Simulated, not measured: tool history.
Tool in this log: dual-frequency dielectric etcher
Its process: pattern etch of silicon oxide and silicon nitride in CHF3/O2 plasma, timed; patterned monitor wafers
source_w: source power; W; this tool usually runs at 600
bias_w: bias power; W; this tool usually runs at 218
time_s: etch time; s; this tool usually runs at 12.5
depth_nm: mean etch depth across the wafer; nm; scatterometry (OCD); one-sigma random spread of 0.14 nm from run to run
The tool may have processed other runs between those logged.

run    hour  source_w  bias_w  time_s  read-back reference wafer on the same gauge, depth_nm  depth_nm
  1     0.0       600     218    12.5                                                  21.63     21.80
      135.3  -- wet clean of the chamber
      156.8  -- upper electrode replaced
  2   184.8       600     245    12.5                                                  21.67     23.06
  3   248.9       600     245    12.5                                                  21.71     22.89
      278.3  -- gauge calibrated
  4   299.2       600     245    12.5                                                  20.39     21.87
  5   366.4       600     218    12.5                                                  20.41     20.54
  6   424.8       520     194     9.0                                                  20.41     13.97
  7   464.4       660     218    12.5                                                  20.42     21.24
      632.1  -- bias power generator calibrated
  8   645.8       690     218    11.0                                                  20.50     18.77
  9   698.6       690     251    15.5                                                  20.50     27.94
 10   778.1       500     218    12.5                                                  20.54     20.20
      828.8  -- wet clean of the chamber
 11   848.3       600     218    12.5                                                  20.55     20.85
      855.4  -- source power generator calibrated
 12   898.2       730     251    14.0                                                  20.61     25.56
 13   990.9       530     165    12.5                                                  20.63     18.29
 14  1075.7       600     218    12.5                                                  20.64     20.88
 15  1127.3       710     204    14.0                                                  20.68     23.40
 16  1399.7       600     248    12.5                                                  20.74     22.29
 17  1452.2       600     218    11.5                                                  20.79     19.19
 18  1497.0       600     218    12.5                                                  20.82     20.94
 19  1582.0       600     218     9.5                                                  20.83     15.95
     1629.9  -- wet clean of the chamber
 20  1661.4       510     218     8.5                                                  20.81     13.82
 21  1766.3       530     191     9.0                                                  20.86     14.24
 22  1827.8       730     218    12.5                                                  20.88     21.92
 23  1911.3       550     270    10.5                                                  20.90     19.19
 24  1984.9       600     218    12.5                                                  20.98     21.15
 25  2044.4       600     218    12.5                                                  20.97     21.21
 26  2091.9       600     194     9.5                                                  21.01     15.36
 27  2173.5       740     246    15.0                                                  21.03     28.11
 28  2264.8       530     218     9.0                                                  21.05     14.99

Here are 5 independent what-if runs from the current tool condition. What would each one return?
  A  2265.2       600     218    16.0                                                      ?         ?
  B  2265.2       510     218    16.0                                                      ?         ?
  C  2265.2       460     218    12.5                                                      ?         ?
  D  2265.2       730     247    11.5                                                      ?         ?
  E  2265.2       480     269    16.0                                                      ?         ?

run  read-back reference wafer on the same gauge, depth_nm  depth_nm
  A                                                  21.05     27.10
  B                                                  21.05     26.31
  C                                                  21.05     20.20
  D                                                  21.05     21.28
  E                                                  21.05     28.33
Without the tool's unlogged condition, the same runs would have read:
run  depth_nm
  A     26.14
  B     25.37
  C     19.48
  D     20.53
  E     27.32

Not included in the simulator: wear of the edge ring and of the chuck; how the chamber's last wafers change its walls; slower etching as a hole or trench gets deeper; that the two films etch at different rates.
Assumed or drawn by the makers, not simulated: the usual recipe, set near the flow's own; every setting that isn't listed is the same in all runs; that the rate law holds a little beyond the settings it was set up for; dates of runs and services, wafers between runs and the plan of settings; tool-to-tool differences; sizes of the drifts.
